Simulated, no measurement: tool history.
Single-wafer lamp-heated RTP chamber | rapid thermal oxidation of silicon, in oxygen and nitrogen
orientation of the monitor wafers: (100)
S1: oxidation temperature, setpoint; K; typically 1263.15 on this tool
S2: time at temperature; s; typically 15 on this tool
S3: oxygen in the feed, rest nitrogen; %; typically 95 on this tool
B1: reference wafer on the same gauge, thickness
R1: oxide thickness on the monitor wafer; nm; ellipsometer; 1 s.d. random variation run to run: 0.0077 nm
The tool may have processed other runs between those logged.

run 1 hour=0.0 | S1=1263.15 S2=19 S3=95 | B1=3.137 | R1=4.065
run 2 hour=6.8 | S1=1263.15 S2=19 S3=95 | B1=3.141 | R1=4.079
run 3 hour=23.2 | S1=1263.15 S2=15 S3=95 | B1=3.138 | R1=3.755
run 4 hour=37.6 | S1=1263.15 S2=18 S3=98 | B1=3.139 | R1=4.026
run 5 hour=43.9 | S1=1263.15 S2=18 S3=98 | B1=3.139 | R1=4.037
run 6 hour=57.7 | S1=1263.15 S2=18 S3=98 | B1=3.140 | R1=4.040
-- hour=68.4 gauge calibrated
-- hour=74.3 oxygen flow controller replaced
run 7 hour=74.8 | S1=1270.15 S2=15 S3=95 | B1=3.141 | R1=3.933
run 8 hour=76.9 | S1=1270.15 S2=15 S3=95 | B1=3.142 | R1=3.914
-- hour=95.0 pyrometer window cleaned and pyrometer calibrated
run 9 hour=95.5 | S1=1279.15 S2=15 S3=65 | B1=3.142 | R1=3.506
run 10 hour=102.3 | S1=1249.15 S2=15 S3=95 | B1=3.140 | R1=3.270
run 11 hour=111.7 | S1=1291.15 S2=15 S3=98 | B1=3.140 | R1=4.254
run 12 hour=117.9 | S1=1263.15 S2=15 S3=95 | B1=3.143 | R1=3.553
run 13 hour=127.6 | S1=1263.15 S2=15 S3=95 | B1=3.141 | R1=3.554
run 14 hour=141.1 | S1=1263.15 S2=12 S3=73 | B1=3.139 | R1=3.122

Run 15 has not been measured yet. What should we expect?
run 15 hour=155.9 | S1=1263.15 S2=13 S3=74 | B1=? | R1=?

{"run 15": {"B1": 3.139, "R1": 3.211}}
On a tool with no hidden condition, and with the same random variation, this run would have come out at R1 3.179 nm.
